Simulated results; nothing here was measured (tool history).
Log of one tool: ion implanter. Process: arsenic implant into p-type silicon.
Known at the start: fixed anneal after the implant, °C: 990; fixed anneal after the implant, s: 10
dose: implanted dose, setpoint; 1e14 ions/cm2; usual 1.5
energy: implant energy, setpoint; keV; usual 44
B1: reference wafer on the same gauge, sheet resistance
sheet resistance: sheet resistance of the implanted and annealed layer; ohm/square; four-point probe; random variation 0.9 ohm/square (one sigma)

Run 1, hour 0: usual settings; B1 447.83. Result: sheet resistance 423.66 ohm/square.
Run 2, hour 11.5: usual settings; B1 448.07. Result: sheet resistance 423.64 ohm/square.
Run 3, hour 61.7: usual settings; B1 447.88. Result: sheet resistance 424.5 ohm/square.
Run 4, hour 72.3: usual settings but dose 1.86 1e14 ions/cm2; B1 447.77. Result: sheet resistance 365.58 ohm/square.
At hour 87.8: gauge calibrated.
At hour 107.4: Faraday cup replaced and dose calibrated.
Run 5, hour 107.9: usual settings but dose 1.86 1e14 ions/cm2; B1 447.84. Result: sheet resistance 376.05 ohm/square.
Run 6, hour 140.2: usual settings but dose 1.86 1e14 ions/cm2; B1 448.37. Result: sheet resistance 377.09 ohm/square.
At hour 157.2: extraction supply calibrated.
Run 7, hour 157.7: usual settings; B1 448.08. Result: sheet resistance 435.8 ohm/square.
Run 8, hour 162.5: usual settings; B1 448.03. Result: sheet resistance 433.54 ohm/square.
Run 9, hour 171.5: usual settings but dose 1.35 1e14 ions/cm2, energy 56.5 keV; B1 448.54. Result: sheet resistance 447.28 ohm/square.
Run 10, hour 187: usual settings but energy 49 keV; B1 448.06. Result: sheet resistance 425.3 ohm/square.
Run 11, hour 204.9: usual settings but dose 1.31 1e14 ions/cm2, energy 34.5 keV; B1 448.07. Result: sheet resistance 495.56 ohm/square.
Run 12, hour 222.1: usual settings; B1 448.19. Result: sheet resistance 434.24 ohm/square.
Run 13, hour 239.2: usual settings but dose 1.3 1e14 ions/cm2, energy 33 keV; B1 447.72. Result: sheet resistance 504.71 ohm/square.
Run 14, hour 255.8: usual settings but dose 1.36 1e14 ions/cm2, energy 56.5 keV; B1 447.95. Result: sheet resistance 440.09 ohm/square.
Run 15, hour 268.2: usual settings but dose 1.35 1e14 ions/cm2, energy 57 keV; B1 448.01. Result: sheet resistance 441.46 ohm/square.
Run 16, hour 274.5: usual settings but dose 1.79 1e14 ions/cm2, energy 29 keV; B1 447.72. Result: sheet resistance 407.93 ohm/square.
Run 17, hour 282: usual settings; B1 447.94. Result: sheet resistance 431.17 ohm/square.

3 ways to go on from here, each from the tool as it stands after run 17. What would each give?
Run A, hour 282.4: usual settings but dose 1.09 1e14 ions/cm2; B1 ?. Result: sheet resistance ?.
Run B, hour 282.4: usual settings but dose 1.27 1e14 ions/cm2, energy 35.5 keV; B1 ?. Result: sheet resistance ?.
Run C, hour 282.4: usual settings but dose 1.17 1e14 ions/cm2, energy 39.5 keV; B1 ?. Result: sheet resistance ?.

run      B1  sheet resistance
  A  448.01            535.62
  B  448.01            502.67
  C  448.01            521.32
Without the tool's hidden state the same runs would have given:
run  sheet resistance
  A            545.59
  B            512.34
  C            531.18
